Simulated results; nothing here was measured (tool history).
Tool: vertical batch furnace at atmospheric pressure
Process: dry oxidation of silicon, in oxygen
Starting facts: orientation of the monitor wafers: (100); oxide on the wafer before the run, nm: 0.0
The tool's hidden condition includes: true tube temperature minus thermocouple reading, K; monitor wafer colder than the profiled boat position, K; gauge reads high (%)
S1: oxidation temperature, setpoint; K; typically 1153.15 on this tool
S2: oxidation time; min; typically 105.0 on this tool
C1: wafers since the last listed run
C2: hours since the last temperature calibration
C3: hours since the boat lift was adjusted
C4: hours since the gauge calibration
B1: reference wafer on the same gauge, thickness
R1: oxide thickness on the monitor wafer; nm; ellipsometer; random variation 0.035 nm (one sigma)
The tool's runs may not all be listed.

run	hour	S1	S2	C1	C2	C3	C4	B1	R1
1	0.0	1153.15	105.0	0	3802.3	2008.8	37.0	26.82	23.00
2	15.8	1153.15	105.0	170	3818.1	2024.6	52.8	26.80	22.96
3	26.2	1153.15	105.0	112	3828.5	2035.0	63.2	26.81	22.98
4	44.7	1153.15	105.0	199	3847.0	2053.5	81.7	26.80	23.02
5	56.0	1153.15	105.0	122	3858.3	2064.8	93.0	26.81	23.04
6	66.2	1153.15	105.0	110	3868.5	2075.0	103.2	26.81	23.06
7	83.2	1153.15	105.0	183	3885.5	2092.0	120.2	26.79	22.98
8	96.3	1153.15	90.0	141	3898.6	2105.1	133.3	26.80	20.82
9	113.0	1153.15	90.0	180	3915.3	2121.8	150.0	26.80	20.84
10	121.5	1153.15	90.0	91	3923.8	2130.3	158.5	26.79	20.86
11	131.9	1153.15	105.0	112	3934.2	2140.7	168.9	26.82	23.08
12	167.2	1153.15	105.0	381	3969.5	2176.0	204.2	26.81	23.03
13	188.0	1153.15	105.0	224	3990.3	2196.8	225.0	26.81	23.02
14	210.5	1153.15	105.0	242	4012.8	2219.3	247.5	26.79	23.10
15	226.3	1153.15	105.0	170	4028.6	2235.1	263.3	26.80	23.15
# hour 244.9: gauge calibrated
# hour 253.0: thermocouples replaced and temperature profile calibrated
# hour 273.5: boat lift adjusted
16	288.5	1153.15	105.0	191	35.5	15.0	43.6	26.81	22.91
17	301.2	1165.15	105.0	137	48.2	27.7	56.3	26.81	25.99
18	313.5	1165.15	105.0	132	60.5	40.0	68.6	26.81	26.04
19	323.0	1133.15	66.0	102	70.0	49.5	78.1	26.82	13.48
20	343.0	1135.15	59.0	215	90.0	69.5	98.1	26.80	12.72
21	357.5	1153.15	105.0	156	104.5	84.0	112.6	26.80	22.96
22	374.6	1177.15	58.5	184	121.6	101.1	129.7	26.80	19.91
23	390.2	1139.15	127.5	168	137.2	116.7	145.3	26.80	22.34
24	401.4	1163.15	67.0	120	148.4	127.9	156.5	26.81	18.82
25	414.6	1139.15	140.0	142	161.6	141.1	169.7	26.80	23.72
26	437.0	1153.15	105.0	241	184.0	163.5	192.1	26.80	22.81
27	452.7	1141.15	157.0	169	199.7	179.2	207.8	26.80	26.14
28	470.2	1167.15	57.5	188	217.2	196.7	225.3	26.80	17.70
29	493.0	1153.15	105.0	246	240.0	219.5	248.1	26.80	22.82
30	509.2	1139.15	55.5	174	256.2	235.7	264.3	26.79	12.68
31	521.2	1133.15	139.0	129	268.2	247.7	276.3	26.82	21.98
32	543.8	1142.15	136.0	244	290.8	270.3	298.9	26.80	23.97
33	552.7	1167.15	141.0	96	299.7	279.2	307.8	26.78	31.93
34	563.7	1174.15	105.0	118	310.7	290.2	318.8	26.79	28.23
35	578.4	1178.15	73.5	158	325.4	304.9	333.5	26.82	23.15
# hour 590.8: gauge calibrated
36	594.5	1153.15	105.0	173	341.5	321.0	3.7	26.78	22.62

Hidden state, per run?
gauge reads high (%): 0 on each run
H1: true tube temperature minus thermocouple reading, K
H2: monitor wafer colder than the profiled boat position, K
run	H1	H2
1	4.17	4.28
2	4.21	4.29
3	4.23	4.29
4	4.27	4.3
5	4.29	4.3
6	4.31	4.31
7	4.35	4.31
8	4.38	4.32
9	4.42	4.32
10	4.43	4.32
11	4.46	4.33
12	4.54	4.34
13	4.58	4.35
14	4.63	4.35
15	4.67	4.36
16	0.0621	0.265
17	0.0624	0.334
18	0.0628	0.4
19	0.0631	0.451
20	0.064	0.554
21	0.0648	0.628
22	0.0659	0.713
23	0.067	0.789
24	0.0679	0.842
25	0.069	0.904
26	0.0712	1.01
27	0.0729	1.08
28	0.0749	1.15
29	0.0778	1.25
30	0.08	1.32
31	0.0818	1.37
32	0.0853	1.46
33	0.0868	1.49
34	0.0887	1.53
35	0.0913	1.59
36	0.0943	1.65

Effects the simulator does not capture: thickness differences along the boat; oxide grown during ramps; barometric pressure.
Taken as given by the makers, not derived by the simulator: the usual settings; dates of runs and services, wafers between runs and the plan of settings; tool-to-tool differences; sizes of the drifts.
